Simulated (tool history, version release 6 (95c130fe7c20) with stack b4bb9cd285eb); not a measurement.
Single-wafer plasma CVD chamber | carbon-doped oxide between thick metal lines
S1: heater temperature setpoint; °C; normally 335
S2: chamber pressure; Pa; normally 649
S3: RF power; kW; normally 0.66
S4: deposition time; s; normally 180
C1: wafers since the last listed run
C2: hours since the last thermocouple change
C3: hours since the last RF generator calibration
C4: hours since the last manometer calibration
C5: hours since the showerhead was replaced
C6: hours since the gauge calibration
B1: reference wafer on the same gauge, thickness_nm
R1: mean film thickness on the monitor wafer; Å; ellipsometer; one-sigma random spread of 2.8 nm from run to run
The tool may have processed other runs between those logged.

{"run": 1, "hour": 0.0, "S1": 335, "S2": 649, "S3": 0.575, "S4": 180, "C1": 0, "C2": 1576.3, "C3": 1288.4, "C4": 514.5, "C5": 4630.1, "C6": 272.5, "B1": 1200.49, "R1": 10614.82}
{"run": 2, "hour": 64.4, "S1": 335, "S2": 649, "S3": 0.575, "S4": 180, "C1": 493, "C2": 1640.7, "C3": 1352.8, "C4": 578.9, "C5": 4694.5, "C6": 336.9, "B1": 1199.992, "R1": 10623.52}
{"run": 3, "hour": 132.1, "S1": 335, "S2": 649, "S3": 0.575, "S4": 180, "C1": 519, "C2": 1708.4, "C3": 1420.5, "C4": 646.6, "C5": 4762.2, "C6": 404.6, "B1": 1199.092, "R1": 10568.4}
{"run": 4, "hour": 164.0, "S1": 335, "S2": 649, "S3": 0.66, "S4": 180, "C1": 244, "C2": 1740.3, "C3": 1452.4, "C4": 678.5, "C5": 4794.1, "C6": 436.5, "B1": 1199.481, "R1": 11793.11}
{"run": 5, "hour": 206.9, "S1": 335, "S2": 649, "S3": 0.66, "S4": 180, "C1": 329, "C2": 1783.2, "C3": 1495.3, "C4": 721.4, "C5": 4837, "C6": 479.4, "B1": 1199.98, "R1": 11717.3}
{"run": 6, "hour": 236.5, "S1": 335, "S2": 649, "S3": 0.66, "S4": 180, "C1": 227, "C2": 1812.8, "C3": 1524.9, "C4": 751, "C5": 4866.6, "C6": 509, "B1": 1200.3, "R1": 11839.26}
{"run": 7, "hour": 278.7, "S1": 335, "S2": 580, "S3": 0.71, "S4": 180, "C1": 323, "C2": 1855, "C3": 1567.1, "C4": 793.2, "C5": 4908.8, "C6": 551.2, "B1": 1199.814, "R1": 12270.82}
{"run": 8, "hour": 336.0, "S1": 335, "S2": 580, "S3": 0.71, "S4": 180, "C1": 439, "C2": 1912.3, "C3": 1624.4, "C4": 850.5, "C5": 4966.1, "C6": 608.5, "B1": 1199.776, "R1": 12282.21}
{"run": 9, "hour": 376.2, "S1": 335, "S2": 649, "S3": 0.66, "S4": 180, "C1": 308, "C2": 1952.5, "C3": 1664.6, "C4": 890.7, "C5": 5006.3, "C6": 648.7, "B1": 1199.925, "R1": 11777.72}
{"hour": 471.8, "done": "capacitance manometer re-zeroed and calibrated"}
{"run": 10, "hour": 543.6, "S1": 335, "S2": 649, "S3": 0.66, "S4": 180, "C1": 1222, "C2": 2119.9, "C3": 1832, "C4": 71.8, "C5": 5173.7, "C6": 816.1, "B1": 1199.923, "R1": 11935.87}
{"run": 11, "hour": 569.3, "S1": 335, "S2": 649, "S3": 0.66, "S4": 180, "C1": 197, "C2": 2145.6, "C3": 1857.7, "C4": 97.5, "C5": 5199.4, "C6": 841.8, "B1": 1200.03, "R1": 11883.92}
{"run": 12, "hour": 610.4, "S1": 325, "S2": 649, "S3": 0.66, "S4": 180, "C1": 315, "C2": 2186.7, "C3": 1898.8, "C4": 138.6, "C5": 5240.5, "C6": 882.9, "B1": 1199.567, "R1": 12151.31}
{"hour": 620.9, "done": "gauge calibrated"}
{"run": 13, "hour": 651.7, "S1": 325, "S2": 649, "S3": 0.66, "S4": 180, "C1": 316, "C2": 2228, "C3": 1940.1, "C4": 179.9, "C5": 5281.8, "C6": 30.8, "B1": 1200.074, "R1": 12169.51}
{"run": 14, "hour": 698.4, "S1": 325, "S2": 583, "S3": 0.72, "S4": 180, "C1": 358, "C2": 2274.7, "C3": 1986.8, "C4": 226.6, "C5": 5328.5, "C6": 77.5, "B1": 1199.52, "R1": 12790.87}
{"hour": 706.5, "done": "RF generator calibrated"}
{"run": 15, "hour": 740.7, "S1": 342, "S2": 649, "S3": 0.66, "S4": 153, "C1": 263, "C2": 2317, "C3": 34.2, "C4": 268.9, "C5": 5370.8, "C6": 119.8, "B1": 1199.995, "R1": 9861.66}
{"run": 16, "hour": 797.3, "S1": 322, "S2": 649, "S3": 0.66, "S4": 180, "C1": 434, "C2": 2373.6, "C3": 90.8, "C4": 325.5, "C5": 5427.4, "C6": 176.4, "B1": 1200.598, "R1": 12279.42}
{"hour": 892.4, "done": "thermocouple changed; heater temperature recalibrated"}
{"hour": 905.2, "done": "showerhead replaced"}
{"run": 17, "hour": 965.3, "S1": 329, "S2": 649, "S3": 0.66, "S4": 180, "C1": 1165, "C2": 72.9, "C3": 258.8, "C4": 493.5, "C5": 60.1, "C6": 344.4, "B1": 1200.266, "R1": 11990.79}
{"run": 18, "hour": 1031.9, "S1": 335, "S2": 649, "S3": 0.735, "S4": 209, "C1": 510, "C2": 139.5, "C3": 325.4, "C4": 560.1, "C5": 126.7, "C6": 411, "B1": 1200.701, "R1": 14818.96}
{"run": 19, "hour": 1091.8, "S1": 335, "S2": 649, "S3": 0.735, "S4": 162, "C1": 459, "C2": 199.4, "C3": 385.3, "C4": 620, "C5": 186.6, "C6": 470.9, "B1": 1200.386, "R1": 11469.82}
{"run": 20, "hour": 1158.4, "S1": 335, "S2": 649, "S3": 0.615, "S4": 180, "C1": 510, "C2": 266, "C3": 451.9, "C4": 686.6, "C5": 253.2, "C6": 537.5, "B1": 1199.738, "R1": 11235.53}
{"run": 21, "hour": 1222.9, "S1": 335, "S2": 649, "S3": 0.66, "S4": 180, "C1": 494, "C2": 330.5, "C3": 516.4, "C4": 751.1, "C5": 317.7, "C6": 602, "B1": 1200.309, "R1": 11801.24}

Run 22 is up next; what results do you expect?
{"run": 22, "hour": 1285.2, "S1": 330, "S2": 512, "S3": 0.705, "S4": 193, "C1": 477, "C2": 392.8, "C3": 578.7, "C4": 813.4, "C5": 380, "C6": 664.3, "B1": "?", "R1": "?"}

B1: 1200.024
R1: 13018.71 Å
Take away the tool's hidden state, keep the run-to-run variation as it was, and the same run would have given R1 13140.67 Å.

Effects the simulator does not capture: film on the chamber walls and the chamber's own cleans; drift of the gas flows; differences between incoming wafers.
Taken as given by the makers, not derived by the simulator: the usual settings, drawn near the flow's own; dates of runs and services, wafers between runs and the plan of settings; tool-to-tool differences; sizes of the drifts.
